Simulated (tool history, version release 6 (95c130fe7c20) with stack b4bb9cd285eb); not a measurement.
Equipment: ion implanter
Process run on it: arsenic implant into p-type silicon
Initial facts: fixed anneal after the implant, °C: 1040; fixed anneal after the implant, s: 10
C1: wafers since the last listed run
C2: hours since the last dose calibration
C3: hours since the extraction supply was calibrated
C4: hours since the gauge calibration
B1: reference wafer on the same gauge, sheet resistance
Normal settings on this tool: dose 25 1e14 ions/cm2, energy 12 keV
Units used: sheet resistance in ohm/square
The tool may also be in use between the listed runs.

Run 1, hour 0: usual settings but energy 9.5 keV; C1 0; C2 343.6; C3 2127.6; C4 184.8; B1 118.64. Result: sheet resistance 112.09 ohm/square.
Run 2, hour 23.4: usual settings; C1 879; C2 367; C3 2151; C4 208.2; B1 118.55. Result: sheet resistance 107.77 ohm/square.
Run 3, hour 46.5: usual settings; C1 867; C2 390.1; C3 2174.1; C4 231.3; B1 118.95. Result: sheet resistance 108.16 ohm/square.
Run 4, hour 75.7: usual settings; C1 1096; C2 419.3; C3 2203.3; C4 260.5; B1 118.9. Result: sheet resistance 108.38 ohm/square.
Run 5, hour 103.5: usual settings; C1 1044; C2 447.1; C3 2231.1; C4 288.3; B1 119.42. Result: sheet resistance 108.2 ohm/square.
Run 6, hour 116.4: usual settings; C1 484; C2 460; C3 2244; C4 301.2; B1 119.21. Result: sheet resistance 107.35 ohm/square.
Run 7, hour 147: usual settings but dose 19.59 1e14 ions/cm2, energy 14.5 keV; C1 1149; C2 490.6; C3 2274.6; C4 331.8; B1 119.29. Result: sheet resistance 109.66 ohm/square.
Run 8, hour 187: usual settings but dose 19.48 1e14 ions/cm2; C1 1502; C2 530.6; C3 2314.6; C4 371.8; B1 119.32. Result: sheet resistance 112.53 ohm/square.
Run 9, hour 203.1: usual settings but dose 19.48 1e14 ions/cm2; C1 604; C2 546.7; C3 2330.7; C4 387.9; B1 119.36. Result: sheet resistance 112.75 ohm/square.
Run 10, hour 236.8: usual settings but dose 19.48 1e14 ions/cm2; C1 1265; C2 580.4; C3 2364.4; C4 421.6; B1 119.53. Result: sheet resistance 113.64 ohm/square.
Run 11, hour 252: usual settings but dose 21.1 1e14 ions/cm2, energy 14 keV; C1 570; C2 595.6; C3 2379.6; C4 436.8; B1 119.32. Result: sheet resistance 107.48 ohm/square.
Run 12, hour 272.3: usual settings but dose 21.1 1e14 ions/cm2, energy 14 keV; C1 762; C2 615.9; C3 2399.9; C4 457.1; B1 119.47. Result: sheet resistance 108.61 ohm/square.
Run 13, hour 287.3: usual settings; C1 563; C2 630.9; C3 2414.9; C4 472.1; B1 119.53. Result: sheet resistance 107.78 ohm/square.

What will run 14 give?
Run 14, hour 305.3: usual settings; C1 676; C2 648.9; C3 2432.9; C4 490.1; B1 ?. Result: sheet resistance ?.

B1: 119.48
sheet resistance: 108.88 ohm/square
Were there no unlogged condition in the tool, this run, its random variation unchanged, would have produced sheet resistance 106.48 ohm/square.

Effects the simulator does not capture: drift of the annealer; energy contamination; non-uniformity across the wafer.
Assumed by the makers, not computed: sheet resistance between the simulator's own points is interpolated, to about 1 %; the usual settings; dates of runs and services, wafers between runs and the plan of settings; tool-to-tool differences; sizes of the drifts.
